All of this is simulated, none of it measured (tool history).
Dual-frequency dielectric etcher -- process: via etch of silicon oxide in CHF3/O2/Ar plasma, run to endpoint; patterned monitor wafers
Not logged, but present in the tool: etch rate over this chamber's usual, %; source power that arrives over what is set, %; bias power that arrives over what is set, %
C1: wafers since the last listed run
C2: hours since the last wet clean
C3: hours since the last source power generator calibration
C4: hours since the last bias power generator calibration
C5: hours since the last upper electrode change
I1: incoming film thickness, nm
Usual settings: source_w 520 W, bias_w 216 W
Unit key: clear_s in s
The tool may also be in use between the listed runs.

{"run": 1, "hour": 0.0, "source_w": 520, "bias_w": 216, "C1": 0, "C2": 460.5, "C3": 854.0, "C4": 1130.0, "C5": 5704.9, "I1": 670.4, "clear_s": 338.7}
{"run": 2, "hour": 40.8, "source_w": 520, "bias_w": 216, "C1": 242, "C2": 501.3, "C3": 894.8, "C4": 1170.8, "C5": 5745.7, "I1": 665.1, "clear_s": 336.2}
{"hour": 76.4, "done": "wet clean of the chamber"}
{"run": 3, "hour": 102.3, "source_w": 520, "bias_w": 216, "C1": 222, "C2": 25.9, "C3": 956.3, "C4": 1232.3, "C5": 5807.2, "I1": 663.0, "clear_s": 327.6}
{"run": 4, "hour": 162.4, "source_w": 520, "bias_w": 216, "C1": 356, "C2": 86.0, "C3": 1016.4, "C4": 1292.4, "C5": 5867.3, "I1": 668.8, "clear_s": 329.1}
{"run": 5, "hour": 231.0, "source_w": 520, "bias_w": 180, "C1": 407, "C2": 154.6, "C3": 1085.0, "C4": 1361.0, "C5": 5935.9, "I1": 667.6, "clear_s": 358.8}
{"run": 6, "hour": 292.9, "source_w": 520, "bias_w": 180, "C1": 367, "C2": 216.5, "C3": 1146.9, "C4": 1422.9, "C5": 5997.8, "I1": 661.3, "clear_s": 356.4}
{"run": 7, "hour": 355.6, "source_w": 580, "bias_w": 199, "C1": 372, "C2": 279.2, "C3": 1209.6, "C4": 1485.6, "C5": 6060.5, "I1": 674.0, "clear_s": 341.7}
{"run": 8, "hour": 418.8, "source_w": 520, "bias_w": 229, "C1": 375, "C2": 342.4, "C3": 1272.8, "C4": 1548.8, "C5": 6123.7, "I1": 671.4, "clear_s": 328.9}
{"run": 9, "hour": 450.4, "source_w": 620, "bias_w": 180, "C1": 187, "C2": 374.0, "C3": 1304.4, "C4": 1580.4, "C5": 6155.3, "I1": 669.2, "clear_s": 350.4}
{"run": 10, "hour": 515.9, "source_w": 520, "bias_w": 242, "C1": 389, "C2": 439.5, "C3": 1369.9, "C4": 1645.9, "C5": 6220.8, "I1": 667.0, "clear_s": 321.1}
{"hour": 604.9, "done": "wet clean of the chamber"}
{"run": 11, "hour": 605.4, "source_w": 520, "bias_w": 191, "C1": 389, "C2": 0.5, "C3": 1459.4, "C4": 1735.4, "C5": 6310.3, "I1": 672.6, "clear_s": 345.5}
{"run": 12, "hour": 608.3, "source_w": 520, "bias_w": 191, "C1": 17, "C2": 3.4, "C3": 1462.3, "C4": 1738.3, "C5": 6313.2, "I1": 670.0, "clear_s": 344.1}
{"hour": 658.8, "done": "bias power generator calibrated"}
{"run": 13, "hour": 666.6, "source_w": 520, "bias_w": 191, "C1": 322, "C2": 61.7, "C3": 1520.6, "C4": 7.8, "C5": 6371.5, "I1": 667.0, "clear_s": 351.4}
{"run": 14, "hour": 726.4, "source_w": 440, "bias_w": 250, "C1": 355, "C2": 121.5, "C3": 1580.4, "C4": 67.6, "C5": 6431.3, "I1": 668.7, "clear_s": 327.6}
{"run": 15, "hour": 775.1, "source_w": 420, "bias_w": 180, "C1": 289, "C2": 170.2, "C3": 1629.1, "C4": 116.3, "C5": 6480.0, "I1": 662.1, "clear_s": 379.5}
{"hour": 811.1, "done": "source power generator calibrated"}
{"run": 16, "hour": 812.5, "source_w": 520, "bias_w": 216, "C1": 198, "C2": 207.6, "C3": 1.4, "C4": 153.7, "C5": 6517.4, "I1": 664.8, "clear_s": 333.8}
{"hour": 848.6, "done": "upper electrode replaced"}
{"run": 17, "hour": 864.4, "source_w": 520, "bias_w": 216, "C1": 165, "C2": 259.5, "C3": 53.3, "C4": 205.6, "C5": 15.8, "I1": 663.0, "clear_s": 335.4}
{"run": 18, "hour": 926.7, "source_w": 520, "bias_w": 244, "C1": 370, "C2": 321.8, "C3": 115.6, "C4": 267.9, "C5": 78.1, "I1": 673.1, "clear_s": 322.8}
{"run": 19, "hour": 992.9, "source_w": 640, "bias_w": 169, "C1": 393, "C2": 388.0, "C3": 181.8, "C4": 334.1, "C5": 144.3, "I1": 675.6, "clear_s": 361.8}
{"run": 20, "hour": 1044.1, "source_w": 600, "bias_w": 186, "C1": 304, "C2": 439.2, "C3": 233.0, "C4": 385.3, "C5": 195.5, "I1": 665.5, "clear_s": 349.6}
{"hour": 1114.7, "done": "wet clean of the chamber"}
{"run": 21, "hour": 1115.2, "source_w": 450, "bias_w": 216, "C1": 279, "C2": 0.5, "C3": 304.1, "C4": 456.4, "C5": 266.6, "I1": 663.6, "clear_s": 339.1}
{"run": 22, "hour": 1156.4, "source_w": 520, "bias_w": 242, "C1": 244, "C2": 41.7, "C3": 345.3, "C4": 497.6, "C5": 307.8, "I1": 671.9, "clear_s": 317.8}
{"run": 23, "hour": 1195.0, "source_w": 400, "bias_w": 216, "C1": 229, "C2": 80.3, "C3": 383.9, "C4": 536.2, "C5": 346.4, "I1": 666.5, "clear_s": 350.5}
{"run": 24, "hour": 1248.3, "source_w": 610, "bias_w": 237, "C1": 316, "C2": 133.6, "C3": 437.2, "C4": 589.5, "C5": 399.7, "I1": 665.1, "clear_s": 307.0}
{"run": 25, "hour": 1283.4, "source_w": 520, "bias_w": 216, "C1": 208, "C2": 168.7, "C3": 472.3, "C4": 624.6, "C5": 434.8, "I1": 661.9, "clear_s": 330.4}
{"run": 26, "hour": 1328.9, "source_w": 650, "bias_w": 193, "C1": 270, "C2": 214.2, "C3": 517.8, "C4": 670.1, "C5": 480.3, "I1": 664.3, "clear_s": 330.6}
{"run": 27, "hour": 1398.2, "source_w": 490, "bias_w": 175, "C1": 411, "C2": 283.5, "C3": 587.1, "C4": 739.4, "C5": 549.6, "I1": 667.9, "clear_s": 371.3}

4 options for the next run, each taken on its own from the tool as it stands now. Forecast them:
{"run": "A", "hour": 1398.7, "source_w": 650, "bias_w": 216, "C1": 2, "C2": 284.0, "C3": 587.6, "C4": 739.9, "C5": 550.1, "I1": 656.5, "clear_s": "?"}
{"run": "B", "hour": 1398.7, "source_w": 480, "bias_w": 242, "C1": 2, "C2": 284.0, "C3": 587.6, "C4": 739.9, "C5": 550.1, "I1": 656.5, "clear_s": "?"}
{"run": "C", "hour": 1398.7, "source_w": 440, "bias_w": 202, "C1": 2, "C2": 284.0, "C3": 587.6, "C4": 739.9, "C5": 550.1, "I1": 656.5, "clear_s": "?"}
{"run": "D", "hour": 1398.7, "source_w": 480, "bias_w": 263, "C1": 2, "C2": 284.0, "C3": 587.6, "C4": 739.9, "C5": 550.1, "I1": 656.5, "clear_s": "?"}

run=A clear_s=312.8
run=B clear_s=319.3
run=C clear_s=352.1
run=D clear_s=307.9
Take away the tool's hidden state, keep each run's random variation, and the runs would have read:
run=A clear_s=311.3
run=B clear_s=317.8
run=C clear_s=350.3
run=D clear_s=306.5

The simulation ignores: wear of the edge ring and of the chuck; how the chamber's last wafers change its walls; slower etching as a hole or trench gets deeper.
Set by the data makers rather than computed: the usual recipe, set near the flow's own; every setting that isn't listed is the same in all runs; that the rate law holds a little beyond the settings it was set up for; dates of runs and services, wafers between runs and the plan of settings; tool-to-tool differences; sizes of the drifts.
